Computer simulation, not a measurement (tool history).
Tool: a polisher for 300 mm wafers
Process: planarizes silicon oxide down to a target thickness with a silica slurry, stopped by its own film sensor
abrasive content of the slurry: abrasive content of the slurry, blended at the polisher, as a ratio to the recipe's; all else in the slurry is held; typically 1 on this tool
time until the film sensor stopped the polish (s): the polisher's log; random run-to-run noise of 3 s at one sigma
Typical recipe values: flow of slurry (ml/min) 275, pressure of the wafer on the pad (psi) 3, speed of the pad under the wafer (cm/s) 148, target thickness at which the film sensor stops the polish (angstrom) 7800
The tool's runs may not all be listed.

run,hour,flow of slurry (ml/min),pressure of the wafer on the pad (psi),speed of the pad under the wafer (cm/s),abrasive content of the slurry,target thickness at which the film sensor stops the polish (angstrom),"incoming thickness of the incoming film, nm",time until the film sensor stopped the polish (s)
1,0,275,3,148,1,7800,1181.9,155.8
# hour 77.2: worn pad replaced by a new one
# hour 90.6: head pressure recalibrated
2,181.9,275,3,148,1,7800,1186.6,171.8
# hour 194.1: slurry blender recalibrated
3,248.9,275,3,186,1,7800,1204.5,155.5
4,312.2,275,3,148,1,7800,1201.8,173.9
# hour 316: slurry nozzle cleaned
# hour 341: conditioning disc replaced and pad reconditioned
5,373.9,275,3,148,1,7800,1194.9,183.7
# hour 395.7: worn pad replaced by a new one, repeated, since the last time left the tool worse
6,432.7,275,3,148,1,7800,1214.6,158
7,485,275,3,148,1,8920,1200.2,113.4
8,529.6,355,3,148,1,7800,1184,141.6
# hour 547.6: slurry blender recalibrated
9,562.3,275,3,148,1,7800,1204.2,152.3
10,603.4,185,3,98,1,8850,1200.3,148.8
11,655,220,3,188,1.25,7800,1191.9,116
12,691.1,275,3,148,1.25,7800,1192.4,137.5
13,757.7,275,3,148,1,7800,1198.7,156.7
# hour 765.5: conditioning disc replaced and pad reconditioned
14,820.5,275,3,148,1,7800,1214.5,164.6
# hour 825.2: worn pad replaced by a new one
15,855.3,275,2,178,1,8580,1203.3,165.7
16,927.3,275,3,148,1,7800,1190.7,148.9
# hour 944.6: slurry blender recalibrated
17,976.4,250,2.3,148,0.85,7800,1189.7,215.2
18,1018.4,275,3,148,1,7190,1190.2,166.1
19,1067.8,275,2.2,148,1,7020,1225.7,265.5
# hour 1133.1: conditioning disc replaced and pad reconditioned
# hour 1140.6: head pressure recalibrated
# hour 1182.3: slurry nozzle cleaned
# hour 1211.2: worn pad replaced by a new one
20,1244.5,275,3,148,1,7800,1214.1,151.6
21,1269.2,275,3,186,1.1,7800,1197.9,118.9
# hour 1281.3: slurry blender recalibrated
22,1323.1,195,3,108,1,7800,1208.8,199.1
23,1364,355,3.5,148,0.75,9250,1196.9,100.9
24,1403.1,275,3,148,1,7800,1204.5,151.8

Here are 5 independent what-if runs from the current tool condition. What would each one return?
A,1403.6,275,3,168,1,7800,1202.3,?
B,1403.6,275,2.6,148,1,6430,1202.3,?
C,1403.6,275,3,176,1,7800,1202.3,?
D,1403.6,210,3,194,1.25,7800,1202.3,?
E,1403.6,275,2.1,148,1,7800,1202.3,?

run,time until the film sensor stopped the polish (s)
A,145
B,239.9
C,140.8
D,122.1
E,224.3
The same runs, with their run-to-run variation unchanged, on a tool lacking any hidden condition would have given:
run,time until the film sensor stopped the polish (s)
A,140.3
B,232.1
C,136.2
D,118.1
E,217

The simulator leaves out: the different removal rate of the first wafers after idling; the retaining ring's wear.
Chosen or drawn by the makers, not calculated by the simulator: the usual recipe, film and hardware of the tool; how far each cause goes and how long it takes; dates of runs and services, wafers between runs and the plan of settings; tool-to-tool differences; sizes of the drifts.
